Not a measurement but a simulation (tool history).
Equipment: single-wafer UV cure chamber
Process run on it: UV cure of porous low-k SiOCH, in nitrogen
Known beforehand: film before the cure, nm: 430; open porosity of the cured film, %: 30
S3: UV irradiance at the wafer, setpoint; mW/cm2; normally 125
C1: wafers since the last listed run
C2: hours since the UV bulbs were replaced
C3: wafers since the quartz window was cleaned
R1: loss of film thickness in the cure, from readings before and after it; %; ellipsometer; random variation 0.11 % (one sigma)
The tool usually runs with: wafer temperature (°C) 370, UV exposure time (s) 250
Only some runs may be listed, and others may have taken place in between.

{"run": 1, "hour": 0.0, "wafer temperature (°C)": 355, "UV exposure time (s)": 250, "S3": 125, "C1": 0, "C2": 2422, "C3": 3313, "R1": 13.037}
{"run": 2, "hour": 12.3, "wafer temperature (°C)": 355, "UV exposure time (s)": 250, "S3": 125, "C1": 70, "C2": 2434.3, "C3": 3384, "R1": 13.183}
{"run": 3, "hour": 19.5, "wafer temperature (°C)": 370, "UV exposure time (s)": 250, "S3": 125, "C1": 41, "C2": 2441.5, "C3": 3425, "R1": 13.515}
{"run": 4, "hour": 26.6, "wafer temperature (°C)": 370, "UV exposure time (s)": 250, "S3": 125, "C1": 40, "C2": 2448.6, "C3": 3466, "R1": 13.447}
{"run": 5, "hour": 38.0, "wafer temperature (°C)": 370, "UV exposure time (s)": 250, "S3": 125, "C1": 65, "C2": 2460, "C3": 3531, "R1": 13.415}
{"run": 6, "hour": 45.1, "wafer temperature (°C)": 370, "UV exposure time (s)": 250, "S3": 125, "C1": 40, "C2": 2467.1, "C3": 3572, "R1": 13.606}
{"run": 7, "hour": 58.1, "wafer temperature (°C)": 370, "UV exposure time (s)": 250, "S3": 125, "C1": 74, "C2": 2480.1, "C3": 3647, "R1": 13.422}
{"run": 8, "hour": 70.5, "wafer temperature (°C)": 370, "UV exposure time (s)": 250, "S3": 125, "C1": 71, "C2": 2492.5, "C3": 3718, "R1": 13.45}
{"run": 9, "hour": 86.4, "wafer temperature (°C)": 370, "UV exposure time (s)": 250, "S3": 125, "C1": 91, "C2": 2508.4, "C3": 3809, "R1": 13.223}
{"run": 10, "hour": 92.6, "wafer temperature (°C)": 370, "UV exposure time (s)": 250, "S3": 142, "C1": 35, "C2": 2514.6, "C3": 3845, "R1": 14.296}
{"run": 11, "hour": 100.1, "wafer temperature (°C)": 370, "UV exposure time (s)": 250, "S3": 142, "C1": 43, "C2": 2522.1, "C3": 3888, "R1": 14.272}
{"run": 12, "hour": 116.9, "wafer temperature (°C)": 370, "UV exposure time (s)": 250, "S3": 142, "C1": 96, "C2": 2538.9, "C3": 3984, "R1": 14.223}
{"hour": 126.6, "done": "quartz window cleaned"}
{"run": 13, "hour": 127.1, "wafer temperature (°C)": 370, "UV exposure time (s)": 250, "S3": 125, "C1": 12, "C2": 2549.1, "C3": 3, "R1": 13.025}
{"run": 14, "hour": 135.9, "wafer temperature (°C)": 370, "UV exposure time (s)": 250, "S3": 125, "C1": 50, "C2": 2557.9, "C3": 53, "R1": 12.929}
{"hour": 149.3, "done": "UV bulbs replaced"}
{"run": 15, "hour": 151.9, "wafer temperature (°C)": 370, "UV exposure time (s)": 250, "S3": 125, "C1": 45, "C2": 2.6, "C3": 99, "R1": 12.812}
{"hour": 164.9, "done": "quartz window cleaned, repeated, since the last time left the tool worse"}
{"run": 16, "hour": 169.8, "wafer temperature (°C)": 390, "UV exposure time (s)": 250, "S3": 164, "C1": 56, "C2": 20.5, "C3": 28, "R1": 15.932}
{"run": 17, "hour": 179.2, "wafer temperature (°C)": 370, "UV exposure time (s)": 250, "S3": 125, "C1": 53, "C2": 29.9, "C3": 82, "R1": 14.239}
{"run": 18, "hour": 188.1, "wafer temperature (°C)": 370, "UV exposure time (s)": 315, "S3": 104, "C1": 51, "C2": 38.8, "C3": 133, "R1": 14.4}
{"run": 19, "hour": 197.8, "wafer temperature (°C)": 381, "UV exposure time (s)": 175, "S3": 113, "C1": 55, "C2": 48.5, "C3": 189, "R1": 12.137}
{"run": 20, "hour": 206.1, "wafer temperature (°C)": 353, "UV exposure time (s)": 130, "S3": 160, "C1": 47, "C2": 56.8, "C3": 236, "R1": 11.621}
{"run": 21, "hour": 219.2, "wafer temperature (°C)": 353, "UV exposure time (s)": 250, "S3": 144, "C1": 75, "C2": 69.9, "C3": 312, "R1": 14.495}
{"run": 22, "hour": 233.4, "wafer temperature (°C)": 370, "UV exposure time (s)": 290, "S3": 125, "C1": 81, "C2": 84.1, "C3": 393, "R1": 14.864}
{"run": 23, "hour": 246.9, "wafer temperature (°C)": 359, "UV exposure time (s)": 145, "S3": 145, "C1": 77, "C2": 97.6, "C3": 471, "R1": 11.768}
{"run": 24, "hour": 254.8, "wafer temperature (°C)": 370, "UV exposure time (s)": 380, "S3": 125, "C1": 45, "C2": 105.5, "C3": 516, "R1": 16.101}
{"run": 25, "hour": 278.2, "wafer temperature (°C)": 361, "UV exposure time (s)": 250, "S3": 108, "C1": 134, "C2": 128.9, "C3": 650, "R1": 12.873}
{"run": 26, "hour": 289.3, "wafer temperature (°C)": 351, "UV exposure time (s)": 160, "S3": 125, "C1": 63, "C2": 140, "C3": 714, "R1": 11.421}

Results for each run, recomputed without the tool's hidden state and with each run's random variation untouched:
Hidden state present: lamp output below its setpoint, %; transmission lost against a clean window, %.
run=1 R1=13.827
run=2 R1=13.987
run=3 R1=14.325
run=4 R1=14.255
run=5 R1=14.225
run=6 R1=14.429
run=7 R1=14.237
run=8 R1=14.27
run=9 R1=14.033
run=10 R1=15.141
run=11 R1=15.118
run=12 R1=15.069
run=13 R1=14.417
run=14 R1=14.351
run=15 R1=14.29
run=16 R1=16.014
run=17 R1=14.351
run=18 R1=14.539
run=19 R1=12.299
run=20 R1=11.803
run=21 R1=14.724
run=22 R1=15.132
run=23 R1=12.054
run=24 R1=16.425
run=25 R1=13.231
run=26 R1=11.8

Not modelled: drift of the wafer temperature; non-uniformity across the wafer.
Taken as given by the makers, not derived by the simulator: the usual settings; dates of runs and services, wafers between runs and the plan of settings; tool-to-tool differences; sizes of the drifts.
